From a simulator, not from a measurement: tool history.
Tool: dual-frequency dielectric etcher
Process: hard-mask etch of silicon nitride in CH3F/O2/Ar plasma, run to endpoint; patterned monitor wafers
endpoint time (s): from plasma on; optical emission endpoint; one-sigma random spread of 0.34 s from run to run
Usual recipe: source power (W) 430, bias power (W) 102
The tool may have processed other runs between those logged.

run    hour  source power (W)  bias power (W)  incoming incoming film thickness, nm  endpoint time (s)
  1     0.0               430             102                                 39.56               51.6
  2    83.1               430             102                                 39.33               51.1
  3   187.0               430             102                                 39.24               52.2
  4   236.5               360             102                                 38.97               54.9
  5   289.6               360             102                                 39.55               55.9
      328.0  -- wet clean of the chamber
  6   328.5               430             102                                 39.38               49.3
  7   366.3               350             102                                 39.39               52.5
  8   426.3               350             102                                 39.52               52.7
  9   477.0               350             102                                 39.59               53.5
      503.2  -- source power generator calibrated
 10   524.8               430             102                                 39.19               49.7
 11   628.3               430             102                                 39.20               50.6
 12   717.0               510             102                                 39.36               47.5
 13   755.1               510             102                                 39.33               47.8
 14   798.5               430             102                                 39.76               51.9
 15   872.7               430             102                                 39.65               51.7
 16   912.1               430              77                                 39.78               57.6
      968.5  -- upper electrode replaced, of another model than before
 17   979.7               430             120                                 39.31               47.0
     1002.5  -- bias power generator calibrated
 18  1043.9               460             121                                 39.42               45.6
     1080.6  -- wet clean of the chamber
 19  1130.6               470             127                                 39.52               41.9
 20  1193.5               430              86                                 39.34               55.4
 21  1278.1               400             102                                 39.45               52.3
 22  1337.4               500             126                                 38.98               41.1
 23  1401.3               470             127                                 39.51               42.4
 24  1517.5               490              85                                 39.18               53.6
 25  1587.0               370              86                                 39.33               62.7
 26  1689.6               330              89                                 39.42               66.5
     1770.4  -- wet clean of the chamber
 27  1782.5               500              87                                 39.05               50.1
 28  1873.2               540              79                                 39.50               52.1
 29  1944.4               430             102                                 39.36               49.9
 30  2018.9               320             102                                 39.11               58.7
 31  2106.0               330             111                                 39.48               55.1
 32  2257.5               530              94                                 39.25               48.5
 33  2310.3               430             102                                 39.36               51.7
 34  2397.9               430             102                                 39.58               52.7
     2445.3  -- wet clean of the chamber
 35  2457.1               510              92                                 39.33               48.7
 36  2560.4               470             102                                 39.50               47.6

Pick out some run-to-run changes in endpoint time (s). Of each, how much would a tool without hidden state show as well, from the settings, what came in and chance, and how much is left for the hidden state and any gauge scatter not in both results compared?
What the log doesn't record here: etch rate over this chamber's usual, %; source power that arrives over what is set, %; bias power that arrives over what is set, %.
Run 5 -> 6: source power (W) 360 -> 430, wet clean of the chamber. endpoint time (s) -6.6: hidden state -3.5, all else -3.1.
Run 19 -> 20: source power (W) 470 -> 430, bias power (W) 127 -> 86. endpoint time (s) +13.5: hidden state +0.5, all else +13.0.
Run 23 -> 24: source power (W) 470 -> 490, bias power (W) 127 -> 85. endpoint time (s) +11.2: hidden state +0.9, all else +10.3.
Run 26 -> 27: source power (W) 330 -> 500, bias power (W) 89 -> 87, wet clean of the chamber. endpoint time (s) -16.4: hidden state -3.8, all else -12.6.
Run 34 -> 35: source power (W) 430 -> 510, bias power (W) 102 -> 92, wet clean of the chamber. endpoint time (s) -4.0: hidden state -2.5, all else -1.5.
